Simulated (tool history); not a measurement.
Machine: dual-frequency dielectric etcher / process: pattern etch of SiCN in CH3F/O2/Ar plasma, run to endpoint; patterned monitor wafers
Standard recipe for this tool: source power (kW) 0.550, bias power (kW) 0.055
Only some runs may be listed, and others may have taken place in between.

run,hour,source power (kW),bias power (kW),wafers since the last listed run,hours since the last wet clean,hours since the last source power generator calibration,hours since the last bias power generator calibration,hours since the last upper electrode change,"incoming incoming film thickness, nm",endpoint time (s)
1,0.0,0.590,0.048,0,110.0,1781.1,2213.7,2920.3,10.07,27.0
2,19.3,0.590,0.048,341,129.3,1800.4,2233.0,2939.6,10.07,27.1
3,48.1,0.590,0.048,509,158.1,1829.2,2261.8,2968.4,10.09,27.3
4,61.2,0.550,0.055,231,171.2,1842.3,2274.9,2981.5,10.16,26.9
5,80.2,0.550,0.055,335,190.2,1861.3,2293.9,3000.5,10.10,26.6
6,108.8,0.550,0.055,505,218.8,1889.9,2322.5,3029.1,10.06,27.1
7,138.7,0.460,0.055,528,248.7,1919.8,2352.4,3059.0,10.05,27.8
8,161.4,0.550,0.055,401,271.4,1942.5,2375.1,3081.7,10.18,27.4
9,188.2,0.550,0.055,473,298.2,1969.3,2401.9,3108.5,10.12,27.2
10,222.5,0.550,0.055,606,332.5,2003.6,2436.2,3142.8,10.09,27.1
11,252.3,0.660,0.055,526,362.3,2033.4,2466.0,3172.6,10.18,26.8
# hour 278.7: upper electrode replaced
# hour 281.1: wet clean of the chamber
12,281.6,0.660,0.055,52,0.5,2062.7,2495.3,2.9,10.13,25.2
13,287.1,0.500,0.050,97,6.0,2068.2,2500.8,8.4,10.05,27.0
14,368.4,0.500,0.050,1437,87.3,2149.5,2582.1,89.7,10.15,28.0
15,381.7,0.550,0.055,235,100.6,2162.8,2595.4,103.0,10.13,26.4
16,406.0,0.550,0.055,429,124.9,2187.1,2619.7,127.3,10.13,26.6
17,424.7,0.620,0.055,330,143.6,2205.8,2638.4,146.0,10.09,26.0
# hour 458.5: source power generator calibrated
18,459.0,0.620,0.055,535,177.9,0.5,2672.7,180.3,10.18,25.9
19,470.3,0.660,0.050,199,189.2,11.8,2684.0,191.6,10.12,26.4
20,497.5,0.550,0.055,480,216.4,39.0,2711.2,218.8,10.02,26.6
21,552.3,0.490,0.065,968,271.2,93.8,2766.0,273.6,10.14,26.1
22,585.8,0.510,0.069,592,304.7,127.3,2799.5,307.1,10.13,25.4
23,616.3,0.550,0.043,539,335.2,157.8,2830.0,337.6,10.08,28.8
24,638.3,0.470,0.062,388,357.2,179.8,2852.0,359.6,10.14,27.2
# hour 647.3: bias power generator calibrated
25,656.8,0.630,0.065,256,375.7,198.3,9.5,378.1,10.03,25.4
26,671.8,0.480,0.042,265,390.7,213.3,24.5,393.1,10.18,30.9
# hour 702.6: wet clean of the chamber
27,703.1,0.550,0.055,129,0.5,244.6,55.8,424.4,10.11,26.4
28,720.0,0.500,0.048,298,17.4,261.5,72.7,441.3,10.02,27.3
29,747.8,0.440,0.064,491,45.2,289.3,100.5,469.1,10.03,26.0
30,773.9,0.420,0.064,461,71.3,315.4,126.6,495.2,10.08,26.3
31,793.1,0.420,0.066,339,90.5,334.6,145.8,514.4,10.08,26.2
32,809.0,0.550,0.055,281,106.4,350.5,161.7,530.3,10.12,26.5
33,823.3,0.470,0.045,252,120.7,364.8,176.0,544.6,10.06,28.8
34,841.1,0.550,0.061,314,138.5,382.6,193.8,562.4,10.13,26.0
35,872.5,0.680,0.046,555,169.9,414.0,225.2,593.8,10.09,27.2
36,904.3,0.550,0.055,562,201.7,445.8,257.0,625.6,10.12,26.8

Consider 3 possible next runs. They are alternatives, not a sequence: every one starts from the tool as it was left by run 36. What does each give?
A,904.7,0.430,0.055,7,202.1,446.2,257.4,626.0,10.13,?
B,904.7,0.550,0.063,7,202.1,446.2,257.4,626.0,10.13,?
C,904.7,0.620,0.045,7,202.1,446.2,257.4,626.0,10.13,?

run,endpoint time (s)
A,28.3
B,26.0
C,27.9
Without the tool's unlogged condition, the same runs would have read:
run,endpoint time (s)
A,27.3
B,25.1
C,27.0

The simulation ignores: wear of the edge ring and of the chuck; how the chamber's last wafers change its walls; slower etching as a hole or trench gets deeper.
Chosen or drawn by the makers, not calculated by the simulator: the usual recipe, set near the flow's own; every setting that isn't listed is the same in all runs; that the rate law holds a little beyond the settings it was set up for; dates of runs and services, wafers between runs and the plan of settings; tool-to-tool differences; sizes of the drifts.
